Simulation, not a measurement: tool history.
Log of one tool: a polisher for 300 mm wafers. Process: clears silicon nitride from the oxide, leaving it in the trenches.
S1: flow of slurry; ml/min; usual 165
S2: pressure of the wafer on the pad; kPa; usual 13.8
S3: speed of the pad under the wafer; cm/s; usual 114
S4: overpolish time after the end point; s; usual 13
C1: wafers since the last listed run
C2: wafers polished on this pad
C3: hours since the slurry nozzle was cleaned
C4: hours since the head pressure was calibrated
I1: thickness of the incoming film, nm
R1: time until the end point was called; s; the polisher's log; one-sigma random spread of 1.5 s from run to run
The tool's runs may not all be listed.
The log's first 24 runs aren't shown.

run   hour   S1    S2   S3  S4   C1    C2     C3     C4    I1     R1
     326.0  -- worn pad replaced by a new one
 25  326.5  165  13.8  142  13  265     6   74.9  164.8  59.9   75.0
 26  332.0  165  13.8  142  13   62    68   80.4  170.3  59.8   74.6
 27  380.6  165  17.9   82  18  554   623  129.0  218.9  59.1   99.9
 28  391.9  150  16.5  114  13  128   752  140.3  230.2  59.1   81.2
 29  402.3  135  13.8  114  18  118   870  150.7  240.6  60.1  104.1
 30  419.9  140  13.8  114  13  200  1071  168.3  258.2  60.8  105.2
     428.9  -- worn pad replaced by a new one
 31  432.8  140  11.0  114   7  101    44  181.2  271.1  60.5  137.7
 32  446.2  165  13.8  114  20  152   197  194.6  284.5  58.9  102.1
 33  457.2  225  17.9  102  13  125   323  205.6  295.5  60.3   85.1

Run 34 comes next. What will it give?
 34  463.6  190  12.4  102  15  73  396  212.0  301.9  59.9   ?

Run 34 came out at R1 128.8 s.
Minus the tool's unlogged condition, the same run would have read R1 111.9 s.
